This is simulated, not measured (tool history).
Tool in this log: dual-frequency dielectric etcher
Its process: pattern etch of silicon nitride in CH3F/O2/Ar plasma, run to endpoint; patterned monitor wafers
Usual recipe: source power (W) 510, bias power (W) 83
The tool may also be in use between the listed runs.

run     day  source power (W)  bias power (W)  wafers since the last listed run  hours since the last wet clean  hours since the last source power generator calibration  hours since the last bias power generator calibration  hours since the last upper electrode change  incoming incoming film thickness, nm  endpoint time (s)
  1       0               510              83                                 0                           379.9                                                   3617.9                                                 3862.5                                       4678.5                                 31.22               43.8
      2.204  -- wet clean of the chamber
  2   2.225               510              83                               415                             0.5                                                   3671.3                                                 3915.9                                       4731.9                                 31.39               41.8
  3   4.112               510              83                               640                            45.8                                                   3716.6                                                 3961.2                                       4777.2                                  30.8               41.9
  4   6.871               510              83                               936                             112                                                   3782.8                                                 4027.4                                       4843.4                                  30.8               41.9
  5   8.433               510              83                               530                           149.5                                                   3820.3                                                 4064.9                                       4880.9                                 30.97               42.8
  6   9.946               510              90                               513                           185.8                                                   3856.6                                                 4101.2                                       4917.2                                 31.17               42.4
  7  12.917               510              72                              1008                           257.1                                                   3927.9                                                 4172.5                                       4988.5                                 31.23               44.9
  8  15.758               510              72                               964                           325.3                                                   3996.1                                                 4240.7                                       5056.7                                 31.47               45.5
     18.375  -- source power generator calibrated
  9    19.1               400              64                              1077                           405.5                                                     17.4                                                 4320.9                                       5136.9                                 31.29               54.3
     20.458  -- wet clean of the chamber
 10  21.946               390              75                               626                            35.7                                                     85.7                                                 4389.2                                       5205.2                                 31.27               51.6
 11  23.533               430              93                               538                            73.8                                                    123.8                                                 4427.3                                       5243.3                                 30.99               45.7
 12  27.954               510             103                              1500                           179.9                                                    229.9                                                 4533.4                                       5349.4                                 31.05               40.7
 13  31.192               600              83                              1098                           257.6                                                    307.6                                                 4611.1                                       5427.1                                 30.98                 39
 14  34.729               510              83                              1200                           342.5                                                    392.5                                                   4696                                         5512                                 31.21               44.1
     36.804  -- upper electrode replaced
     37.188  -- bias power generator calibrated
     38.733  -- wet clean of the chamber
 15  39.112               400              64                               752                             9.1                                                    497.7                                                   46.2                                         55.4                                 31.03               52.2
 16  43.379               600              65                              1448                           111.5                                                    600.1                                                  148.6                                        157.8                                 31.47               41.8
 17  47.775               430              74                              1491                             217                                                    705.6                                                  254.1                                        263.3                                 31.37                 50

4 options for the next run, each taken on its own from the tool as it stands now. Forecast them:
  A  47.792               450              83                                 5                           217.4                                                      706                                                  254.5                                        263.7                                 30.97                  ?
  B  47.792               380             101                                 5                           217.4                                                      706                                                  254.5                                        263.7                                 30.97                  ?
  C  47.792               510              74                                 5                           217.4                                                      706                                                  254.5                                        263.7                                 30.97                  ?
  D  47.792               590              97                                 5                           217.4                                                      706                                                  254.5                                        263.7                                 30.97                  ?

run  endpoint time (s)
  A               45.7
  B                 48
  C               43.7
  D               37.7
With no hidden state in the tool, these same runs would have given:
run  endpoint time (s)
  A               44.6
  B               46.9
  C               42.7
  D               36.8
